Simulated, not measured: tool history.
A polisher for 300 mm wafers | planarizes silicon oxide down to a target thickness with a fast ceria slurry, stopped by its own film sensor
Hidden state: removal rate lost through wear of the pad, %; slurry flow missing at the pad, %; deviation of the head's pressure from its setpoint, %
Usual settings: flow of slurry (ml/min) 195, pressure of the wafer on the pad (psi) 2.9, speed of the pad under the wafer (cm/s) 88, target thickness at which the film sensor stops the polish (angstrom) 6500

run	hour	flow of slurry (ml/min)	pressure of the wafer on the pad (psi)	speed of the pad under the wafer (cm/s)	target thickness at which the film sensor stops the polish (angstrom)	wafers since the last listed run	wafers polished on this pad	hours since the slurry nozzle was cleaned	hours since the head pressure was calibrated	incoming thickness of the incoming film, nm	time until the film sensor stopped the polish (s)
1	0.0	195	2.9	88	6500	0	909	366.5	418.0	1840.2	81.7
2	72.7	195	2.9	88	6500	785	1695	439.2	490.7	1831.2	78.4
3	180.5	195	2.6	88	6500	1164	2859	547.0	598.5	1852.8	87.7
4	280.3	195	2.6	88	6500	1078	3937	646.8	698.3	1829.2	85.4
5	368.3	170	2.9	88	7970	950	4888	734.8	786.3	1857.4	72.7
6	446.0	195	3.5	88	8000	839	5727	812.5	864.0	1802.0	57.9
# hour 466.2: slurry nozzle cleaned
# hour 515.8: worn pad replaced by a new one
7	517.1	195	3.5	88	8000	714	14	50.9	935.1	1801.5	57.3
8	613.8	195	3.5	88	8000	1044	1058	147.6	1031.8	1811.5	56.5
9	715.9	195	2.9	88	6500	1102	2161	249.7	1133.9	1825.0	74.4
10	764.1	195	2.9	88	6500	520	2682	297.9	1182.1	1857.5	78.2
11	819.0	195	2.9	106	6500	593	3275	352.8	1237.0	1843.4	66.4
# hour 850.5: head pressure recalibrated
12	874.8	195	2.9	106	6500	581	3856	408.6	24.3	1849.4	73.8
13	1086.7	195	2.9	80	6500	2289	6145	620.5	236.2	1834.4	89.6
# hour 1135.4: worn pad replaced by a new one
14	1194.6	195	2.9	80	6500	1122	639	728.4	344.1	1849.4	89.7
15	1253.3	195	2.9	80	6500	634	1273	787.1	402.8	1847.2	90.9
# hour 1258.4: slurry nozzle cleaned
16	1296.5	220	2.9	88	6500	455	1729	38.1	446.0	1800.2	78.7
17	1343.3	195	3.3	74	6500	505	2235	84.9	492.8	1805.5	83.3
18	1427.5	195	2.9	88	6500	909	3144	169.1	577.0	1857.3	83.6
19	1475.2	195	2.9	88	6500	515	3660	216.8	624.7	1837.4	81.7
20	1530.7	195	2.9	98	4510	599	4259	272.3	680.2	1804.8	84.7
21	1593.0	195	3.6	88	6500	673	4932	334.6	742.5	1823.4	68.2
# hour 1722.5: worn pad replaced by a new one
22	1811.2	140	2.2	108	8000	2313	958	552.8	960.7	1825.4	73.9
23	1867.9	145	2.5	88	9120	612	1570	609.5	1017.4	1856.8	73.7
# hour 1894.9: head pressure recalibrated
# hour 1933.5: slurry nozzle cleaned
24	1975.0	245	2.9	88	6500	1124	2695	41.5	80.1	1864.4	86.6

Run 25 comes next. What will it give?
25	2055.2	250	3.5	118	9250	866	3561	121.7	160.3	1832.3	?

Run 25 gave time until the film sensor stopped the polish (s) 41.7.
Without the tool's hidden state the same run would have given time until the film sensor stopped the polish (s) 41.7.
